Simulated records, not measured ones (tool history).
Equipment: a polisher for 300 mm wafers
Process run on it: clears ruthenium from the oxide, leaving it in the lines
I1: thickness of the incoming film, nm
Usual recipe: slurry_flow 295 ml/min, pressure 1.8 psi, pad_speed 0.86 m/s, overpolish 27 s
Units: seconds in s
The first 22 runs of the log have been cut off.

run 23 day=42.325 | slurry_flow=295 pressure=1.8 pad_speed=1.02 overpolish=27 | I1=65.9 | seconds=75.7
run 24 day=45.183 | slurry_flow=295 pressure=1.8 pad_speed=0.86 overpolish=27 | I1=64.5 | seconds=88.6
-- day=45.954 worn pad replaced by a new one
run 25 day=47.488 | slurry_flow=295 pressure=1.8 pad_speed=0.86 overpolish=27 | I1=65.4 | seconds=89.0
run 26 day=48.796 | slurry_flow=295 pressure=2.0 pad_speed=0.86 overpolish=27 | I1=65.5 | seconds=79.9
run 27 day=51.479 | slurry_flow=295 pressure=1.8 pad_speed=0.86 overpolish=27 | I1=66.2 | seconds=87.6
-- day=52.592 slurry nozzle cleaned
-- day=53.429 head pressure recalibrated
run 28 day=53.733 | slurry_flow=220 pressure=1.8 pad_speed=0.86 overpolish=31 | I1=65.9 | seconds=91.5
run 29 day=55.329 | slurry_flow=345 pressure=2.4 pad_speed=0.86 overpolish=40 | I1=65.8 | seconds=67.8
-- day=58.158 worn pad replaced by a new one
run 30 day=58.179 | slurry_flow=195 pressure=2.4 pad_speed=0.74 overpolish=33 | I1=65.3 | seconds=80.6
run 31 day=59.767 | slurry_flow=295 pressure=1.8 pad_speed=1.00 overpolish=27 | I1=64.8 | seconds=75.4
run 32 day=62.600 | slurry_flow=360 pressure=1.8 pad_speed=0.86 overpolish=27 | I1=65.0 | seconds=83.1

Here are 5 independent what-if runs from the current tool condition. What would each one return?
run A day=62.621 | slurry_flow=295 pressure=1.8 pad_speed=0.86 overpolish=27 | I1=66.0 | seconds=?
run B day=62.621 | slurry_flow=295 pressure=1.5 pad_speed=1.16 overpolish=27 | I1=66.0 | seconds=?
run C day=62.621 | slurry_flow=295 pressure=1.8 pad_speed=0.86 overpolish=38 | I1=66.0 | seconds=?
run D day=62.621 | slurry_flow=295 pressure=2.3 pad_speed=1.16 overpolish=27 | I1=66.0 | seconds=?
run E day=62.621 | slurry_flow=295 pressure=1.8 pad_speed=0.96 overpolish=27 | I1=66.0 | seconds=?

run=A seconds=88.7
run=B seconds=78.9
run=C seconds=88.7
run=D seconds=51.5
run=E seconds=79.5
The same runs, with their run-to-run variation unchanged, on a tool lacking any hidden condition would have given:
run=A seconds=92.1
run=B seconds=81.9
run=C seconds=92.1
run=D seconds=53.4
run=E seconds=82.5
